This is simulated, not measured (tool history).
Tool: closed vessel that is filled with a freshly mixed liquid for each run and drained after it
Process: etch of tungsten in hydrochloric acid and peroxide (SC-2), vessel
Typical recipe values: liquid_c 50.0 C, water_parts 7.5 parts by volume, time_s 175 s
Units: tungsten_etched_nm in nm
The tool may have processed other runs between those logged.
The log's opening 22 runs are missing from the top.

| run | hour | liquid_c | water_parts | time_s | read-back film thickness of the tungsten reference wafer, read on the same gauge (nm) | tungsten_etched_nm |
|---|---|---|---|---|---|---|
|  | 563.0 | new drum of peroxide connected |
| 23 | 574.3 | 50.0 | 7.5 | 175 | 49.99 | 36.66 |
| 24 | 589.5 | 47.5 | 7.5 | 175 | 50.01 | 31.02 |
| 25 | 614.9 | 50.0 | 7.5 | 175 | 49.98 | 36.90 |
| 26 | 644.1 | 54.0 | 5.5 | 145 | 50.00 | 50.08 |
| 27 | 673.9 | 50.0 | 5.5 | 175 | 49.97 | 46.81 |
| 28 | 704.7 | 45.0 | 7.5 | 115 | 49.98 | 17.26 |
| 29 | 720.2 | 47.0 | 5.5 | 115 | 50.00 | 24.92 |
| 30 | 753.3 | 42.0 | 6.0 | 175 | 50.01 | 25.25 |

Here are 4 independent what-if runs from the current tool condition. What would each one return?
| A | 754.0 | 50.0 | 7.5 | 175 | ? | ? |
| B | 754.0 | 54.0 | 10.5 | 175 | ? | ? |
| C | 754.0 | 43.0 | 10.0 | 140 | ? | ? |
| D | 754.0 | 54.0 | 5.0 | 110 | ? | ? |

| run | read-back film thickness of the tungsten reference wafer, read on the same gauge (nm) | tungsten_etched_nm |
|---|---|---|
| A | 49.99 | 37.13 |
| B | 49.99 | 36.79 |
| C | 49.99 | 14.62 |
| D | 49.99 | 41.10 |
Stripped of hidden state, with their random variation kept, the same runs would have yielded:
| run | tungsten_etched_nm |
|---|---|
| A | 36.06 |
| B | 35.67 |
| C | 14.17 |
| D | 40.04 |
